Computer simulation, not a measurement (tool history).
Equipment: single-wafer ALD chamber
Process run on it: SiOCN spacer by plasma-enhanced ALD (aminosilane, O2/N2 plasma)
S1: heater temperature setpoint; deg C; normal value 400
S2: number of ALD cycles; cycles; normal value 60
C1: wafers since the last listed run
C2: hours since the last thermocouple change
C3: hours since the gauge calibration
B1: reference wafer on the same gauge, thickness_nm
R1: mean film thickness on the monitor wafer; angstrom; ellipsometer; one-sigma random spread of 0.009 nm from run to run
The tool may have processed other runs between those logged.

Run 1, day 0.000: usual settings; C1 0; C2 2189.9; C3 79.6; B1 4.161. Result: R1 36.14 angstrom.
Run 2, day 0.412: usual settings; C1 43; C2 2199.8; C3 89.5; B1 4.158. Result: R1 35.98 angstrom.
Run 3, day 0.675: usual settings but S1 395 deg C, S2 66 cycles; C1 27; C2 2206.1; C3 95.8; B1 4.162. Result: R1 39.64 angstrom.
Run 4, day 1.300: usual settings but S1 395 deg C, S2 66 cycles; C1 65; C2 2221.1; C3 110.8; B1 4.160. Result: R1 39.69 angstrom.
Run 5, day 1.854: usual settings but S2 69 cycles; C1 57; C2 2234.4; C3 124.1; B1 4.159. Result: R1 41.41 angstrom.
Run 6, day 2.404: usual settings but S2 69 cycles; C1 57; C2 2247.6; C3 137.3; B1 4.159. Result: R1 41.33 angstrom.
Run 7, day 2.867: usual settings but S2 69 cycles; C1 48; C2 2258.7; C3 148.4; B1 4.160. Result: R1 41.62 angstrom.
Run 8, day 3.233: usual settings but S1 395 deg C; C1 38; C2 2267.5; C3 157.2; B1 4.158. Result: R1 36.12 angstrom.
At day 3.567: gauge calibrated.
Run 9, day 3.683: usual settings; C1 47; C2 2278.3; C3 2.8; B1 4.162. Result: R1 36.01 angstrom.
Run 10, day 3.958: usual settings; C1 28; C2 2284.9; C3 9.4; B1 4.155. Result: R1 36.07 angstrom.
Run 11, day 4.692: usual settings; C1 76; C2 2302.5; C3 27.0; B1 4.160. Result: R1 36.14 angstrom.
Run 12, day 5.017: usual settings; C1 33; C2 2310.3; C3 34.8; B1 4.158. Result: R1 36.04 angstrom.
At day 5.517: thermocouple changed; heater temperature recalibrated.
Run 13, day 5.692: usual settings but S1 405 deg C; C1 35; C2 4.2; C3 51.0; B1 4.158. Result: R1 35.53 angstrom.
Run 14, day 6.221: usual settings but S2 49 cycles; C1 55; C2 16.9; C3 63.7; B1 4.162. Result: R1 29.51 angstrom.

Estimate the outcome of run 15 from the log above:
Run 15, day 6.562: usual settings but S2 51 cycles; C1 35; C2 25.1; C3 71.9; B1 ?. Result: R1 ?.

{"run 15": {"B1": 4.162, "R1": 30.61}}
The same run, on a tool lacking any hidden state, would have yielded R1 30.61 angstrom.
